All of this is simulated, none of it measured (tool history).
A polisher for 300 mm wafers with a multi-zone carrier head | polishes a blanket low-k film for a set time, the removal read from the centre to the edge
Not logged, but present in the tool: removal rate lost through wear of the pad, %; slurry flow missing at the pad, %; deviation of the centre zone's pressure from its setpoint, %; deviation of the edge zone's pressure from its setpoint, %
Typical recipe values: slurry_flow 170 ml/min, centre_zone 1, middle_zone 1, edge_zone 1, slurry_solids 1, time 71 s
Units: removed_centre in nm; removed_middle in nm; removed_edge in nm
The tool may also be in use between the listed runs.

run,hour,slurry_flow,centre_zone,middle_zone,edge_zone,slurry_solids,time,wafers since the last listed run,wafers polished on this pad,hours since the slurry nozzle was cleaned,hours since the centre zone pressure was calibrated,hours since the edge zone pressure was calibrated,hours since the carrier head's membrane was replaced,"incoming thickness of the incoming film, nm",removed_centre,removed_middle,removed_edge
1,0,170,1,1.11,1,0.75,71,0,3847,227.5,84.3,699.4,93,410.2,23.3,26.6,23.7
# hour 14.6: worn pad replaced by a new one
2,62.1,170,1,1,1,1,59,585,478,289.6,146.4,761.5,155.1,411.6,23.4,23.3,23.5
3,127.5,170,1,1,1,1,71,659,1137,355,211.8,826.9,220.5,412.2,27.8,28.2,27.9
4,169.3,170,1,1,1,1,71,421,1559,396.8,253.6,868.7,262.3,404.8,27.8,27.4,28.1
5,215,130,1.05,1,1,0.85,48,460,2019,442.5,299.3,914.4,308,410.5,16.8,16.3,16.5
# hour 252.2: slurry nozzle cleaned
6,427.1,170,1,1,1,1,71,2128,4148,174.9,511.4,1126.5,520.1,404.4,28,28.6,28.9
# hour 472.1: worn pad replaced by a new one
7,493.1,170,1,1.06,1,1,65,625,211,240.9,577.4,1192.5,586.1,417.9,25.5,27.9,25.7
8,519.3,170,1,1.08,1.11,0.85,71,264,476,267.1,603.6,1218.7,612.3,402.3,25.3,27.6,27.2
# hour 554.8: edge zone pressure recalibrated
9,555.3,170,1,1,1,1,71,342,818,303.1,639.6,0.5,648.3,412.3,27.1,27.9,28.1
10,600.7,225,1,1,1,1,71,457,1276,348.5,685,45.9,693.7,408.2,28,29.3,28.9
11,660.2,115,0.89,1.08,1,1,71,599,1876,408,744.5,105.4,753.2,412.1,22.3,28.4,27.4
# hour 705.3: slurry nozzle cleaned
12,725.3,220,1,1,1.12,1,71,646,2522,20,809.6,170.5,818.3,412.7,28.9,31.2,31.8
13,795.2,170,1,1,1,1.2,71,704,3227,89.9,879.5,240.4,888.2,412.8,30.5,31.8,31.3
14,835.4,125,1,0.93,1,1,58,405,3632,130.1,919.7,280.6,928.4,411,21.3,21.6,23.1
15,883.4,215,1,0.95,1,1,71,483,4116,178.1,967.7,328.6,976.4,407.5,28,28.3,29.4
# hour 924.6: worn pad replaced by a new one
16,945.7,170,1,1,1,1,57,587,212,240.4,1030,390.9,1038.7,410.8,21.8,23.1,23
17,995.3,170,0.95,1,1,1,71,500,712,290,1079.6,440.5,1088.3,410.2,25.2,28.9,28.4
18,1052.5,170,1,1,0.9,1.2,94,576,1289,347.2,1136.8,497.7,1145.5,414.2,37.7,41.3,38.9
# hour 1103.3: carrier head's membrane replaced by a new one
19,1138.3,170,1,1.07,1,1,71,814,2103,433,1222.6,583.5,35,405.4,25.3,29.9,28.7
20,1182.8,170,1,1,1,1,71,448,2552,477.5,1267.1,628,79.5,407.7,25.1,27.7,27.7

The next listed run, before its measurement:
21,1218.5,170,1,1,1,1,71,359,2912,513.2,1302.8,663.7,115.2,416.3,?,?,?

removed_centre: 25.7 nm
removed_middle: 28.4 nm
removed_edge: 28.4 nm
The same run, on a tool lacking any hidden state, would have yielded removed_centre 30.3 nm, removed_middle 30.1 nm, removed_edge 29.7 nm.
